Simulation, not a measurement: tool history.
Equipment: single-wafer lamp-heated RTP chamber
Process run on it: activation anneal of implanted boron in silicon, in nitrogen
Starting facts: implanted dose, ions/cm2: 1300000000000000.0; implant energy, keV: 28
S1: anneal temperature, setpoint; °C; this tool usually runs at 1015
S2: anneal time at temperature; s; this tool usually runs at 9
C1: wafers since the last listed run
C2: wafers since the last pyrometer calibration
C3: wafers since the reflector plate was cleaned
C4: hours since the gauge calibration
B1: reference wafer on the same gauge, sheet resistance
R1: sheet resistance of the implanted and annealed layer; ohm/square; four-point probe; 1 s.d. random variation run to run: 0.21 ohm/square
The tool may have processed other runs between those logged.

run     day    S1  S2   C1    C2     C3     C4     B1      R1
  1   0.000  1015   9    0  2299   4929  256.5  88.32   93.55
  2   1.108  1015   9  267  2566   5196  283.1  88.31   93.30
  3   2.438  1015   9  320  2886   5516  315.0  88.27   93.72
  4   3.271  1015   9  200  3087   5717  335.0  88.32   93.58
      3.975  -- pyrometer window cleaned and pyrometer calibrated
  5   7.208  1007   9  868   779   6586  429.5  88.30   95.02
  6   8.221  1015   8  243  1023   6829  453.8  88.37   94.13
  7   9.383  1015   8  280  1303   7110  481.7  88.30   93.63
  8   9.983  1015   9  144  1448   7254  496.1  88.32   93.43
  9  10.979  1015   9  239  1688   7494  520.0  88.30   93.34
 10  11.721   992   9  178  1866   7673  537.8  88.38   99.67
 11  12.775   992   9  254  2120   7927  563.1  88.30   99.86
 12  13.825  1015   9  253  2373   8180  588.3  88.27   93.22
 13  14.683  1015   9  206  2580   8387  608.9  88.33   93.26
 14  15.467  1015   9  188  2769   8575  627.7  88.29   93.34
 15  16.046  1015   9  139  2909   8715  641.6  88.39   93.20
 16  17.092  1015   9  252  3161   8967  666.7  88.25   93.38
     17.708  -- pyrometer window cleaned and pyrometer calibrated
 17  17.729  1015   9   73     4   9040  682.0  88.35   93.10
 18  18.988  1015   9  303   308   9343  712.2  88.24   92.93
 19  19.521   999   7  128   436   9472  725.0  88.33   97.32
 20  20.546  1015   9  246   683   9719  749.6  88.26   93.17
 21  21.292  1026   6  179   863   9899  767.5  88.33   91.80
     22.183  -- gauge calibrated
 22  22.400   986  11  267  1130  10166    5.2  88.34  100.49
 23  23.200  1002  11  192  1323  10359   24.4  88.29   95.24
 24  23.925   988   5  174  1497  10533   41.8  88.30  102.52
 25  24.967  1015   7  250  1748  10784   66.8  88.31   93.38
 26  26.292  1038  12  319  2068  11103   98.6  88.31   90.18
     28.675  -- pyrometer window cleaned and pyrometer calibrated
     29.004  -- reflector plate cleaned
 27  30.575  1015   9  872   378    378  201.4  88.31   94.08
 28  32.000  1025   6  343   722    722  235.6  88.33   92.97
 29  32.875  1036   4  210   932    932  256.6  88.32   92.12
 30  33.492  1024   8  148  1081   1081  271.4  88.22   92.94
 31  34.808   990  14  317  1398   1398  303.0  88.32  100.09
 32  36.254   996   9  348  1747   1747  337.7  88.33   99.07
 33  37.983   990   6  416  2163   2163  379.2  88.34  103.69
 34  38.633  1024   7  156  2320   2320  394.8  88.22   92.61

Measured result minus the same run's result without the hidden state. Both carry the same run-to-run variation, though not necessarily the same gauge scatter:
Hidden state at play: true wafer temperature minus pyrometer reading, K; wafer temperature error from the tarnished reflector plate, K; gauge reads high (%).
run     R1
  1  -0.27
  2  -0.30
  3  -0.33
  4  -0.35
  5  -0.66
  6  -0.52
  7  -0.56
  8  -0.55
  9  -0.59
 10  -1.73
 11  -1.85
 12  -0.69
 13  -0.73
 14  -0.76
 15  -0.78
 16  -0.82
 17  -0.84
 18  -0.89
 19  -2.00
 20  -0.96
 21  -0.76
 22  -3.50
 23  -1.74
 24  -4.08
 25  -1.25
 26  -0.50
 27  -0.09
 28  -0.07
 29  -0.06
 30  -0.08
 31  -0.29
 32  -0.29
 33  -0.46
 34  -0.12

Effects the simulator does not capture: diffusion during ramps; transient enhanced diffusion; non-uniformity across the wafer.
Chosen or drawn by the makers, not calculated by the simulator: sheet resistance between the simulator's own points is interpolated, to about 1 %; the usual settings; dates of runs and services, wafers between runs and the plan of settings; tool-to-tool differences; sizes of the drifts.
